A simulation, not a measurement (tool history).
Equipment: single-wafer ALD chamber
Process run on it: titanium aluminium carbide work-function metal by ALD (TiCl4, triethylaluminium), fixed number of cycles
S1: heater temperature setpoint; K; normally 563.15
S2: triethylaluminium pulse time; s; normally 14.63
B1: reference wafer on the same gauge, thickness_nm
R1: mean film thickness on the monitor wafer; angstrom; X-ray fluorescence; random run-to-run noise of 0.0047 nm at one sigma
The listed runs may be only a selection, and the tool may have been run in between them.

| run | hour | S1 | S2 | B1 | R1 |
|---|---|---|---|---|---|
| 1 | 0 | 563.15 | 14.63 | 1.73 | 19.14 |
| 2 | 95 | 563.15 | 14.63 | 1.731 | 19.09 |
| 3 | 225.3 | 563.15 | 14.63 | 1.729 | 19.2 |
| 4 | 285.5 | 563.15 | 14.63 | 1.73 | 19.09 |
| 5 | 370.7 | 563.15 | 9.97 | 1.731 | 18.54 |
| 6 | 419.8 | 563.15 | 14.63 | 1.727 | 19.22 |
| 7 | 467.6 | 563.15 | 14.63 | 1.731 | 19.13 |
| 8 | 547.2 | 552.15 | 14.63 | 1.731 | 18.41 |
| 9 | 647.2 | 552.15 | 14.63 | 1.727 | 18.31 |
| 10 | 686 | 563.15 | 17.4 | 1.733 | 19.2 |
| 11 | 780.5 | 563.15 | 14.63 | 1.73 | 19.18 |
| 12 | 887.1 | 563.15 | 14.63 | 1.731 | 19.15 |
| 13 | 965.7 | 552.15 | 14.63 | 1.73 | 18.36 |
| 14 | 1060.9 | 577.15 | 11.45 | 1.73 | 19.93 |
| 15 | 1158.7 | 550.15 | 9.01 | 1.729 | 17.34 |
| 16 | 1239.9 | 563.15 | 14.63 | 1.727 | 19.18 |
| 17 | 1329.7 | 573.15 | 16.3 | 1.73 | 19.94 |
| 18 | 1372.4 | 563.15 | 12.52 | 1.73 | 18.95 |
| 19 | 1447.1 | 563.15 | 14.63 | 1.732 | 19.17 |
| 20 | 1484.1 | 563.15 | 14.63 | 1.731 | 19.13 |
| 21 | 1546.7 | 563.15 | 14.63 | 1.729 | 19.11 |
| 22 | 1594.3 | 554.15 | 14.63 | 1.731 | 18.42 |
| 23 | 1813.1 | 570.15 | 16.97 | 1.731 | 19.79 |
| 24 | 1900.2 | 573.15 | 11.47 | 1.731 | 19.61 |
| 25 | 1947.7 | 573.15 | 16.82 | 1.73 | 19.95 |

Taken out of this log: 5 entries between the listed runs. Where each belongs, and how the hidden state differs across it:
After run 4, before run 5: triethylaluminium bottle replaced (hour 333.6)
  no difference in the tool's unlogged condition between these two runs
After run 12, before run 13: thermocouple changed; heater temperature recalibrated (hour 965.2)
  no difference in the tool's unlogged condition between these two runs
After run 15, before run 16: showerhead replaced (hour 1186.8); gauge calibrated (hour 1193.8)
  no difference in the tool's unlogged condition between these two runs
After run 17, before run 18: triethylaluminium bottle replaced (hour 1351.5)
  no difference in the tool's unlogged condition between these two runs
